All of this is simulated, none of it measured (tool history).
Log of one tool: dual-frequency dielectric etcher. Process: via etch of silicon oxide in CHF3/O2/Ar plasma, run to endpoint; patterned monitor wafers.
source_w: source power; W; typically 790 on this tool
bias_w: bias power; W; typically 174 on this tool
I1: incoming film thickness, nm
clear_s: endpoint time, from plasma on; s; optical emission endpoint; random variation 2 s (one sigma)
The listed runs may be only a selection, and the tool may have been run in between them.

{"run": 1, "hour": 0.0, "source_w": 790, "bias_w": 174, "I1": 805.6, "clear_s": 389.4}
{"run": 2, "hour": 13.2, "source_w": 790, "bias_w": 163, "I1": 801.2, "clear_s": 400.2}
{"run": 3, "hour": 29.7, "source_w": 790, "bias_w": 163, "I1": 797.1, "clear_s": 398.7}
{"run": 4, "hour": 37.3, "source_w": 790, "bias_w": 174, "I1": 800.5, "clear_s": 384.7}
{"run": 5, "hour": 53.5, "source_w": 790, "bias_w": 174, "I1": 800.8, "clear_s": 387.7}
{"run": 6, "hour": 60.8, "source_w": 790, "bias_w": 174, "I1": 801, "clear_s": 388.1}
{"run": 7, "hour": 69.2, "source_w": 790, "bias_w": 174, "I1": 804.2, "clear_s": 391.2}
{"run": 8, "hour": 75.8, "source_w": 790, "bias_w": 204, "I1": 798.8, "clear_s": 356.5}
{"hour": 99.6, "done": "source power generator calibrated"}
{"hour": 114.2, "done": "wet clean of the chamber"}
{"hour": 138.8, "done": "upper electrode replaced"}
{"run": 9, "hour": 139.3, "source_w": 790, "bias_w": 174, "I1": 796.9, "clear_s": 376.5}
{"run": 10, "hour": 139.7, "source_w": 790, "bias_w": 174, "I1": 796.5, "clear_s": 375.9}
{"run": 11, "hour": 147.7, "source_w": 850, "bias_w": 196, "I1": 805.8, "clear_s": 346.4}
{"run": 12, "hour": 159.3, "source_w": 790, "bias_w": 174, "I1": 798.3, "clear_s": 380.7}
{"run": 13, "hour": 176.9, "source_w": 920, "bias_w": 216, "I1": 803.1, "clear_s": 318.1}
{"run": 14, "hour": 188.8, "source_w": 890, "bias_w": 145, "I1": 806.6, "clear_s": 396.1}
{"run": 15, "hour": 202.8, "source_w": 620, "bias_w": 174, "I1": 802.6, "clear_s": 431.7}
{"run": 16, "hour": 218.2, "source_w": 930, "bias_w": 174, "I1": 806.9, "clear_s": 351.8}
{"run": 17, "hour": 230.8, "source_w": 630, "bias_w": 174, "I1": 796.3, "clear_s": 420.1}
{"hour": 242.5, "done": "bias power generator calibrated"}
{"run": 18, "hour": 243.8, "source_w": 710, "bias_w": 134, "I1": 797.6, "clear_s": 460.1}
{"run": 19, "hour": 256.4, "source_w": 910, "bias_w": 135, "I1": 793.9, "clear_s": 407.1}
{"run": 20, "hour": 262.5, "source_w": 860, "bias_w": 159, "I1": 802.4, "clear_s": 388.7}
{"run": 21, "hour": 277.2, "source_w": 790, "bias_w": 174, "I1": 801.8, "clear_s": 383}

What will run 22 give?
{"run": 22, "hour": 292.1, "source_w": 790, "bias_w": 163, "I1": 804.9, "clear_s": "?"}

{"run 22": {"clear_s": 398.4}}
Were there no unlogged condition in the tool, this run, its random variation unchanged, would have produced clear_s 387.1 s.
